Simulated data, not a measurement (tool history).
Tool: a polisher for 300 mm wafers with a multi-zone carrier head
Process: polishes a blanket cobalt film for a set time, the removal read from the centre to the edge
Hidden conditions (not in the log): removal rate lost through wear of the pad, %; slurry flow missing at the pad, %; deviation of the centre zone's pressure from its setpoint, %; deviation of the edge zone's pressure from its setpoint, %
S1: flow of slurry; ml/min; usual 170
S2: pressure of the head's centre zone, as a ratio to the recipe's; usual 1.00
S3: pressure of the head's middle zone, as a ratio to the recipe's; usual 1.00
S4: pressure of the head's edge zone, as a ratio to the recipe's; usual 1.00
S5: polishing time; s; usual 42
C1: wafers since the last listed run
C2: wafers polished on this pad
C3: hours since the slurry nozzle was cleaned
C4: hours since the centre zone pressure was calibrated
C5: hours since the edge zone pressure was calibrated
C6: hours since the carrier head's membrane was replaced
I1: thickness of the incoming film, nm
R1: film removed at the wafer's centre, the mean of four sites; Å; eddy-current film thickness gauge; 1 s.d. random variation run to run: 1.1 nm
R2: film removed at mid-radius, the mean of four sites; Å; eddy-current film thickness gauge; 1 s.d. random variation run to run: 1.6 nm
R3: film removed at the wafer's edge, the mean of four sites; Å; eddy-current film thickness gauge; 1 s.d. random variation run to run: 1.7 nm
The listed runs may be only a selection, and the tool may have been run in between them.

{"run": 1, "hour": 0.0, "S1": 170, "S2": 1.0, "S3": 1.08, "S4": 1.0, "S5": 42, "C1": 0, "C2": 538, "C3": 253.2, "C4": 645.1, "C5": 87.0, "C6": 998.7, "I1": 1153.6, "R1": 1402, "R2": 1419, "R3": 1285}
{"run": 2, "hour": 6.1, "S1": 170, "S2": 1.0, "S3": 1.04, "S4": 1.0, "S5": 42, "C1": 76, "C2": 615, "C3": 259.3, "C4": 651.2, "C5": 93.1, "C6": 1004.8, "I1": 1155.9, "R1": 1431, "R2": 1339, "R3": 1292}
{"run": 3, "hour": 19.0, "S1": 170, "S2": 1.0, "S3": 1.04, "S4": 1.0, "S5": 42, "C1": 162, "C2": 778, "C3": 272.2, "C4": 664.1, "C5": 106.0, "C6": 1017.7, "I1": 1166.2, "R1": 1412, "R2": 1347, "R3": 1290}
{"hour": 25.1, "done": "worn pad replaced by a new one"}
{"run": 4, "hour": 30.9, "S1": 170, "S2": 1.0, "S3": 1.0, "S4": 1.0, "S5": 42, "C1": 99, "C2": 73, "C3": 284.1, "C4": 676.0, "C5": 117.9, "C6": 1029.6, "I1": 1181.3, "R1": 1428, "R2": 1299, "R3": 1314}
{"run": 5, "hour": 37.7, "S1": 170, "S2": 1.0, "S3": 1.0, "S4": 1.0, "S5": 42, "C1": 85, "C2": 159, "C3": 290.9, "C4": 682.8, "C5": 124.7, "C6": 1036.4, "I1": 1168.3, "R1": 1405, "R2": 1302, "R3": 1261}
{"run": 6, "hour": 54.4, "S1": 170, "S2": 1.0, "S3": 1.0, "S4": 1.0, "S5": 42, "C1": 210, "C2": 370, "C3": 307.6, "C4": 699.5, "C5": 141.4, "C6": 1053.1, "I1": 1176.8, "R1": 1414, "R2": 1283, "R3": 1305}
{"hour": 66.3, "done": "centre zone pressure recalibrated"}
{"run": 7, "hour": 66.8, "S1": 155, "S2": 1.0, "S3": 1.0, "S4": 1.0, "S5": 42, "C1": 131, "C2": 501, "C3": 320.0, "C4": 0.5, "C5": 153.8, "C6": 1065.5, "I1": 1175.8, "R1": 1504, "R2": 1291, "R3": 1246}
{"run": 8, "hour": 78.0, "S1": 145, "S2": 1.0, "S3": 1.0, "S4": 1.05, "S5": 42, "C1": 141, "C2": 642, "C3": 331.2, "C4": 11.7, "C5": 165.0, "C6": 1076.7, "I1": 1171.6, "R1": 1473, "R2": 1290, "R3": 1287}
{"run": 9, "hour": 93.0, "S1": 170, "S2": 1.0, "S3": 1.0, "S4": 1.0, "S5": 42, "C1": 189, "C2": 832, "C3": 346.2, "C4": 26.7, "C5": 180.0, "C6": 1091.7, "I1": 1176.1, "R1": 1502, "R2": 1286, "R3": 1280}
{"hour": 101.0, "done": "worn pad replaced by a new one"}
{"run": 10, "hour": 101.5, "S1": 170, "S2": 1.0, "S3": 1.08, "S4": 1.0, "S5": 33, "C1": 56, "C2": 5, "C3": 354.7, "C4": 35.2, "C5": 188.5, "C6": 1100.2, "I1": 1161.4, "R1": 1199, "R2": 1090, "R3": 999}
{"hour": 118.1, "done": "carrier head's membrane replaced by a new one"}
{"run": 11, "hour": 118.6, "S1": 170, "S2": 1.0, "S3": 1.0, "S4": 1.0, "S5": 42, "C1": 152, "C2": 158, "C3": 371.8, "C4": 52.3, "C5": 205.6, "C6": 0.5, "I1": 1175.5, "R1": 1498, "R2": 1283, "R3": 1288}
{"run": 12, "hour": 123.6, "S1": 170, "S2": 1.0, "S3": 1.07, "S4": 0.95, "S5": 55, "C1": 63, "C2": 221, "C3": 376.8, "C4": 57.3, "C5": 210.6, "C6": 5.5, "I1": 1175.3, "R1": 1973, "R2": 1796, "R3": 1662}
{"run": 13, "hour": 130.9, "S1": 170, "S2": 1.0, "S3": 0.91, "S4": 0.94, "S5": 42, "C1": 92, "C2": 313, "C3": 384.1, "C4": 64.6, "C5": 217.9, "C6": 12.8, "I1": 1194.1, "R1": 1495, "R2": 1204, "R3": 1270}
{"run": 14, "hour": 140.5, "S1": 170, "S2": 1.0, "S3": 1.0, "S4": 1.0, "S5": 42, "C1": 121, "C2": 434, "C3": 393.7, "C4": 74.2, "C5": 227.5, "C6": 22.4, "I1": 1164.2, "R1": 1517, "R2": 1281, "R3": 1300}
{"hour": 144.2, "done": "centre zone pressure recalibrated, repeated, since the last time left the tool worse"}
{"run": 15, "hour": 147.3, "S1": 170, "S2": 1.11, "S3": 1.05, "S4": 1.0, "S5": 42, "C1": 60, "C2": 495, "C3": 400.5, "C4": 3.1, "C5": 234.3, "C6": 29.2, "I1": 1196.5, "R1": 1448, "R2": 1381, "R3": 1268}
{"run": 16, "hour": 162.6, "S1": 170, "S2": 1.0, "S3": 1.0, "S4": 1.0, "S5": 50, "C1": 193, "C2": 688, "C3": 415.8, "C4": 18.4, "C5": 249.6, "C6": 44.5, "I1": 1183.5, "R1": 1565, "R2": 1540, "R3": 1539}
{"hour": 177.7, "done": "worn pad replaced by a new one"}
{"hour": 191.7, "done": "edge zone pressure recalibrated"}
{"hour": 191.8, "done": "slurry nozzle cleaned"}
{"run": 17, "hour": 212.2, "S1": 170, "S2": 1.0, "S3": 0.93, "S4": 1.0, "S5": 42, "C1": 548, "C2": 408, "C3": 20.4, "C4": 68.0, "C5": 20.5, "C6": 94.1, "I1": 1159.1, "R1": 1322, "R2": 1214, "R3": 1312}
{"run": 18, "hour": 223.4, "S1": 170, "S2": 1.0, "S3": 1.0, "S4": 1.0, "S5": 53, "C1": 141, "C2": 550, "C3": 31.6, "C4": 79.2, "C5": 31.7, "C6": 105.3, "I1": 1182.8, "R1": 1657, "R2": 1667, "R3": 1616}
{"run": 19, "hour": 234.5, "S1": 170, "S2": 1.0, "S3": 1.0, "S4": 1.0, "S5": 42, "C1": 140, "C2": 690, "C3": 42.7, "C4": 90.3, "C5": 42.8, "C6": 116.4, "I1": 1167.5, "R1": 1307, "R2": 1344, "R3": 1281}
{"run": 20, "hour": 242.4, "S1": 185, "S2": 1.06, "S3": 1.0, "S4": 1.07, "S5": 42, "C1": 99, "C2": 789, "C3": 50.6, "C4": 98.2, "C5": 50.7, "C6": 124.3, "I1": 1176.2, "R1": 1423, "R2": 1330, "R3": 1354}
{"hour": 248.2, "done": "worn pad replaced by a new one"}
{"run": 21, "hour": 259.9, "S1": 210, "S2": 1.04, "S3": 0.95, "S4": 1.0, "S5": 42, "C1": 170, "C2": 148, "C3": 68.1, "C4": 115.7, "C5": 68.2, "C6": 141.8, "I1": 1176.2, "R1": 1404, "R2": 1301, "R3": 1330}

Some steps in R1 between neighbouring runs. How much of each would the tool show without its hidden state too (settings, what came in, random variation), and how much is left for the hidden state, with any gauge scatter that isn't in both results?
Run 6 -> 7: S1 170 -> 155, centre zone pressure recalibrated. R1 +90 Å: hidden state +88, all else +2.
Run 11 -> 12: S3 1.00 -> 1.07, S4 1.00 -> 0.95, S5 42 -> 55. R1 +475 Å: hidden state +64, all else +411.
Run 12 -> 13: S3 1.07 -> 0.91, S4 0.95 -> 0.94, S5 55 -> 42. R1 -478 Å: hidden state -63, all else -415.
Run 14 -> 15: S2 1.00 -> 1.11, S3 1.00 -> 1.05, centre zone pressure recalibrated, repeated, since the last time left the tool worse. R1 -69 Å: hidden state -214, all else +145.
